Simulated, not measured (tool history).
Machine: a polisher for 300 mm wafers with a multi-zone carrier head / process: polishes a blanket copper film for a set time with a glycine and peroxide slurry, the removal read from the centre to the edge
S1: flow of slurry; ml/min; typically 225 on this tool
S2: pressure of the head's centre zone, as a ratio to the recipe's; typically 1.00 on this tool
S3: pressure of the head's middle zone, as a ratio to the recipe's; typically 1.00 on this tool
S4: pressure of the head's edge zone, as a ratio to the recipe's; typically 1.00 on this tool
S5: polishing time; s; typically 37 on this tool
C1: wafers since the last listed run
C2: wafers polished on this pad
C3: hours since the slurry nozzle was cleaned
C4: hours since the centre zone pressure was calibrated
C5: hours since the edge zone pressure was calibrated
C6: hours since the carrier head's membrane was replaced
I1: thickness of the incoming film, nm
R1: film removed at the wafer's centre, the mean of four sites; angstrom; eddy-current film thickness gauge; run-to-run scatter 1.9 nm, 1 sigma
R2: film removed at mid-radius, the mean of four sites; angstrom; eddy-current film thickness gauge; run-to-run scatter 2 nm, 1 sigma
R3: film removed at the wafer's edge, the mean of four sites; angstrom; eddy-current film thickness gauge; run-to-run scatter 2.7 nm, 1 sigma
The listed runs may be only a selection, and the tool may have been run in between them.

run	hour	S1	S2	S3	S4	S5	C1	C2	C3	C4	C5	C6	I1	R1	R2	R3
1	0.0	225	1.00	1.00	1.00	37	0	2882	462.9	751.1	687.5	1136.6	1201.9	1814	1809	1796
2	97.0	225	1.00	1.00	1.00	33	1163	4045	559.9	848.1	784.5	1233.6	1202.1	1625	1614	1602
# hour 192.9: edge zone pressure recalibrated
3	199.5	225	1.00	1.00	1.00	33	1205	5251	662.4	950.6	6.6	1336.1	1187.8	1636	1644	1598
# hour 231.9: slurry nozzle cleaned
# hour 247.6: worn pad replaced by a new one
4	287.2	225	1.00	1.00	1.00	37	992	475	55.3	1038.3	94.3	1423.8	1191.3	1799	1829	1850
# hour 327.4: carrier head's membrane replaced by a new one
5	349.6	225	1.00	1.00	1.00	37	688	1164	117.7	1100.7	156.7	22.2	1196.3	1820	1829	1792
6	408.9	225	1.00	1.00	1.00	37	711	1875	177.0	1160.0	216.0	81.5	1199.4	1789	1833	1826
7	458.3	225	1.00	0.95	0.96	37	592	2467	226.4	1209.4	265.4	130.9	1173.6	1819	1760	1772
8	504.7	225	1.00	1.00	1.00	37	556	3024	272.8	1255.8	311.8	177.3	1186.0	1811	1833	1834
9	594.3	225	1.00	1.11	0.92	37	1074	4099	362.4	1345.4	401.4	266.9	1206.7	1797	1942	1702
10	631.2	155	1.00	1.00	1.07	32	442	4541	399.3	1382.3	438.3	303.8	1200.0	1449	1507	1540
11	681.0	165	1.00	1.00	1.00	44	597	5139	449.1	1432.1	488.1	353.6	1194.0	2046	2044	2097
# hour 715.2: centre zone pressure recalibrated
12	718.8	225	1.00	1.00	1.00	37	429	5568	486.9	3.6	525.9	391.4	1184.1	1832	1829	1821
# hour 729.7: worn pad replaced by a new one
13	787.7	225	1.00	1.00	0.93	37	778	696	555.8	72.5	594.8	460.3	1167.5	1797	1828	1751
14	824.2	155	1.00	1.00	1.07	32	437	1133	592.3	109.0	631.3	496.8	1178.9	1467	1485	1536
15	912.7	255	1.07	1.00	1.00	37	1061	2195	680.8	197.5	719.8	585.3	1194.5	1975	1866	1874
# hour 923.7: slurry nozzle cleaned
# hour 1005.7: edge zone pressure recalibrated
16	1180.6	225	1.00	0.89	1.00	46	3177	5373	256.9	465.4	174.9	853.2	1182.8	2226	2113	2290
17	1269.6	225	0.94	1.00	1.00	26	1067	6440	345.9	554.4	263.9	942.2	1187.5	1197	1289	1305
# hour 1316.5: worn pad replaced by a new one
18	1335.3	225	1.11	1.00	1.11	37	740	225	411.6	620.1	329.6	1007.9	1170.3	2015	1858	1929
19	1381.5	225	1.00	1.00	1.00	37	554	779	457.8	666.3	375.8	1054.1	1197.1	1793	1823	1868
20	1481.5	225	1.00	1.00	1.00	44	1199	1979	557.8	766.3	475.8	1154.1	1192.2	2139	2158	2181
21	1542.6	225	1.00	1.00	1.00	37	732	2712	618.9	827.4	536.9	1215.2	1177.6	1809	1827	1823
# hour 1602.6: slurry nozzle cleaned
22	1603.1	225	0.91	1.00	1.00	30	713	3426	0.5	887.9	597.4	1275.7	1187.6	1347	1479	1464
23	1658.2	225	1.00	1.00	1.00	37	660	4086	55.6	943.0	652.5	1330.8	1183.6	1826	1842	1828

What was the tool's hidden state at every run in the log?
removal rate lost through wear of the pad, %: 0 across all the runs
slurry flow missing at the pad, %: 0 across all the runs
deviation of the centre zone's pressure from its setpoint, %: 0 across all the runs
deviation of the edge zone's pressure from its setpoint, %: 0 across all the runs
